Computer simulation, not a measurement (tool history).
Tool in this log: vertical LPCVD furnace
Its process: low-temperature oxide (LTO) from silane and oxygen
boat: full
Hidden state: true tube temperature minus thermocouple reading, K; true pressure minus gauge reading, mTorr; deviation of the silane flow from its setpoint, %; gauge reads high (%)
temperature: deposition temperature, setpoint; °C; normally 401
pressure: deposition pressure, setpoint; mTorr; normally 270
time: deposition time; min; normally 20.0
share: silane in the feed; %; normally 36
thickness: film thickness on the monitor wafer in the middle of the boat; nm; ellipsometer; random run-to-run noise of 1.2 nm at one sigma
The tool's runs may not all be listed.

run,hour,temperature,pressure,time,share,wafers since the last listed run,hours since the last temperature calibration,hours since the pressure gauge was zeroed,hours since the silane flow controller was replaced,hours since the gauge calibration,"read-back reference wafer on the same gauge, thickness",thickness
1,0.0,401,270,25.5,36,0,4348.4,4334.5,4462.1,1.0,200.11,283.44
2,34.3,401,270,25.5,36,554,4382.7,4368.8,4496.4,35.3,200.17,285.99
3,62.2,401,270,20.0,36,451,4410.6,4396.7,4524.3,63.2,200.09,223.60
4,74.2,401,270,20.0,36,194,4422.6,4408.7,4536.3,75.2,199.80,224.36
5,88.8,401,270,20.0,36,236,4437.2,4423.3,4550.9,89.8,199.85,222.81
6,121.9,401,270,20.0,36,535,4470.3,4456.4,4584.0,122.9,200.03,222.34
7,151.8,401,235,20.0,36,483,4500.2,4486.3,4613.9,152.8,200.19,194.33
8,183.9,401,235,20.0,36,519,4532.3,4518.4,4646.0,184.9,199.90,194.65
9,209.4,401,270,20.0,32,412,4557.8,4543.9,4671.5,210.4,200.01,190.67
10,233.4,401,270,20.0,32,388,4581.8,4567.9,4695.5,234.4,199.79,191.07
11,264.6,401,270,20.0,36,504,4613.0,4599.1,4726.7,265.6,200.03,223.63
12,350.2,401,270,20.0,36,1384,4698.6,4684.7,4812.3,351.2,200.03,223.77
13,363.6,401,270,20.0,39,216,4712.0,4698.1,4825.7,364.6,200.04,249.14
# hour 398.6: silane flow controller replaced
14,399.1,401,270,20.0,39,186,4747.5,4733.6,0.5,400.1,200.12,248.44
# hour 427.0: pressure gauge zeroed
15,427.5,396,270,13.5,36,71,4775.9,0.5,28.9,428.5,199.86,141.61
16,433.7,401,270,15.0,39,100,4782.1,6.7,35.1,434.7,200.12,185.89
# hour 456.4: gauge calibrated
17,468.3,401,270,20.0,36,559,4816.7,41.3,69.7,11.9,199.77,223.60
18,497.2,401,270,20.0,36,467,4845.6,70.2,98.6,40.8,199.82,224.33
19,523.1,401,270,20.0,39,418,4871.5,96.1,124.5,66.7,200.26,247.52
20,537.9,404,210,12.0,42,239,4886.3,110.9,139.3,81.5,199.81,130.15
21,570.5,410,330,20.0,36,527,4918.9,143.5,171.9,114.1,200.07,303.36
# hour 600.0: thermocouples replaced and temperature profile calibrated
22,600.5,401,270,20.0,36,97,0.5,173.5,201.9,144.1,199.87,223.31
23,605.6,411,315,15.0,36,82,5.6,178.6,207.0,149.2,200.17,217.96
24,638.1,401,270,20.0,36,525,38.1,211.1,239.5,181.7,199.72,226.04
25,659.6,401,270,27.0,32,347,59.6,232.6,261.0,203.2,200.27,257.47
26,682.9,406,315,20.0,41,376,82.9,255.9,284.3,226.5,200.14,322.70
27,698.5,401,270,24.5,36,252,98.5,271.5,299.9,242.1,199.94,274.57
28,767.8,401,270,20.0,36,1120,167.8,340.8,369.2,311.4,200.03,222.86

Below are 3 alternative next runs, each starting from the tool's condition after run 28. Predict each:
A,772.0,401,270,24.0,36,67,172.0,345.0,373.4,315.6,?,?
B,772.0,401,270,22.0,34,67,172.0,345.0,373.4,315.6,?,?
C,772.0,401,320,12.5,36,67,172.0,345.0,373.4,315.6,?,?

run,"read-back reference wafer on the same gauge, thickness",thickness
A,200.04,267.60
B,200.04,227.31
C,200.04,165.18
Without the tool's hidden state the same runs would have given:
run,thickness
A,267.60
B,227.31
C,165.18
